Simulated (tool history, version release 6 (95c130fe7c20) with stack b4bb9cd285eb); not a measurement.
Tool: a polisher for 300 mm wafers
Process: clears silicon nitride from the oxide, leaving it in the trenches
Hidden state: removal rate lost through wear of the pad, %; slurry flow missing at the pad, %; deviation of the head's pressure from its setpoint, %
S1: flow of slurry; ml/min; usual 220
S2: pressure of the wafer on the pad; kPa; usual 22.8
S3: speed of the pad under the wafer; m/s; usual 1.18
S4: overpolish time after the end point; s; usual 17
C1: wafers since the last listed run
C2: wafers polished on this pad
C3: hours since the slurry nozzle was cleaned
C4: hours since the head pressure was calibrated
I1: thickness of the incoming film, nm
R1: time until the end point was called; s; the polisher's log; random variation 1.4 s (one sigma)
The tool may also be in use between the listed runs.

| run | day | S1 | S2 | S3 | S4 | C1 | C2 | C3 | C4 | I1 | R1 |
|---|---|---|---|---|---|---|---|---|---|---|---|
| 1 | 0.000 | 220 | 22.8 | 1.18 | 17 | 0 | 451 | 251.0 | 309.0 | 129.0 | 103.2 |
| 2 | 0.529 | 220 | 22.8 | 1.18 | 17 | 137 | 589 | 263.7 | 321.7 | 131.3 | 107.8 |
| 3 | 1.996 | 220 | 22.8 | 1.18 | 17 | 381 | 970 | 298.9 | 356.9 | 129.8 | 107.0 |
| 4 | 2.658 | 220 | 22.8 | 1.18 | 17 | 172 | 1142 | 314.8 | 372.8 | 131.5 | 107.8 |
| 5 | 3.221 | 220 | 22.8 | 1.18 | 17 | 146 | 1289 | 328.3 | 386.3 | 132.2 | 109.0 |
| 6 | 3.975 | 220 | 22.8 | 1.18 | 17 | 196 | 1485 | 346.4 | 404.4 | 130.5 | 111.2 |
| 7 | 4.879 | 220 | 22.8 | 1.18 | 17 | 235 | 1720 | 368.1 | 426.1 | 129.6 | 112.2 |
|  | 5.758 | worn pad replaced by a new one |
| 8 | 6.108 | 220 | 22.8 | 1.18 | 17 | 276 | 91 | 397.6 | 455.6 | 130.7 | 114.6 |
|  | 6.692 | slurry nozzle cleaned |
| 9 | 6.712 | 220 | 22.8 | 1.18 | 17 | 146 | 237 | 0.5 | 470.1 | 129.6 | 100.3 |
| 10 | 7.912 | 220 | 22.8 | 1.18 | 17 | 311 | 549 | 29.3 | 498.9 | 129.8 | 101.5 |
| 11 | 8.479 | 220 | 22.8 | 1.18 | 17 | 147 | 696 | 42.9 | 512.5 | 130.6 | 100.6 |
| 12 | 9.329 | 200 | 22.8 | 1.18 | 17 | 220 | 917 | 63.3 | 532.9 | 131.5 | 105.7 |
| 13 | 9.867 | 220 | 20.7 | 1.18 | 23 | 139 | 1057 | 76.2 | 545.8 | 129.5 | 107.9 |
|  | 13.083 | worn pad replaced by a new one |
| 14 | 14.075 | 220 | 20.7 | 1.18 | 23 | 1050 | 257 | 177.2 | 646.8 | 129.9 | 111.7 |
|  | 14.533 | head pressure recalibrated |
| 15 | 15.388 | 185 | 29.6 | 0.78 | 17 | 319 | 577 | 208.7 | 20.5 | 129.2 | 129.4 |
| 16 | 16.742 | 220 | 22.8 | 1.40 | 17 | 352 | 929 | 241.2 | 53.0 | 130.9 | 100.1 |
| 17 | 17.921 | 240 | 24.8 | 1.34 | 17 | 306 | 1236 | 269.5 | 81.3 | 128.6 | 91.4 |
|  | 20.683 | worn pad replaced by a new one |
| 18 | 20.704 | 220 | 30.3 | 1.18 | 21 | 680 | 5 | 336.3 | 148.1 | 129.5 | 86.4 |
| 19 | 21.425 | 220 | 27.6 | 1.00 | 17 | 187 | 192 | 353.6 | 165.4 | 129.2 | 110.5 |
|  | 24.246 | slurry nozzle cleaned |
| 20 | 25.762 | 220 | 28.3 | 1.54 | 21 | 1116 | 1309 | 36.4 | 269.5 | 129.3 | 68.0 |
| 21 | 26.417 | 165 | 30.3 | 0.84 | 17 | 170 | 1479 | 52.1 | 285.2 | 129.4 | 113.0 |
| 22 | 27.025 | 200 | 22.8 | 1.18 | 17 | 158 | 1637 | 66.7 | 299.8 | 129.9 | 107.7 |
|  | 28.138 | worn pad replaced by a new one |
| 23 | 30.379 | 220 | 22.8 | 1.18 | 17 | 828 | 583 | 147.2 | 380.3 | 128.1 | 104.9 |
| 24 | 31.162 | 280 | 22.8 | 1.18 | 17 | 203 | 786 | 166.0 | 399.1 | 129.8 | 101.8 |
| 25 | 32.246 | 220 | 22.8 | 1.18 | 17 | 281 | 1068 | 192.0 | 425.1 | 128.2 | 101.9 |
| 26 | 32.892 | 220 | 30.3 | 1.38 | 22 | 167 | 1236 | 207.5 | 440.6 | 131.6 | 71.9 |
| 27 | 33.854 | 220 | 22.8 | 1.18 | 17 | 250 | 1486 | 230.6 | 463.7 | 131.3 | 105.6 |
|  | 34.588 | worn pad replaced by a new one |
| 28 | 34.608 | 220 | 22.8 | 1.18 | 17 | 152 | 5 | 248.7 | 481.8 | 130.2 | 104.3 |

3 ways to go on from here, each from the tool as it stands after run 28. What would each give?
| A | 34.629 | 220 | 22.8 | 1.18 | 13 | 5 | 11 | 249.2 | 482.3 | 129.8 | ? |
| B | 34.629 | 155 | 18.6 | 1.48 | 13 | 5 | 11 | 249.2 | 482.3 | 129.8 | ? |
| C | 34.629 | 220 | 22.8 | 1.18 | 23 | 5 | 11 | 249.2 | 482.3 | 129.8 | ? |

| run | R1 |
|---|---|
| A | 106.3 |
| B | 111.1 |
| C | 106.3 |
Without the tool's hidden state the same runs would have given:
| run | R1 |
|---|---|
| A | 112.8 |
| B | 116.2 |
| C | 112.8 |
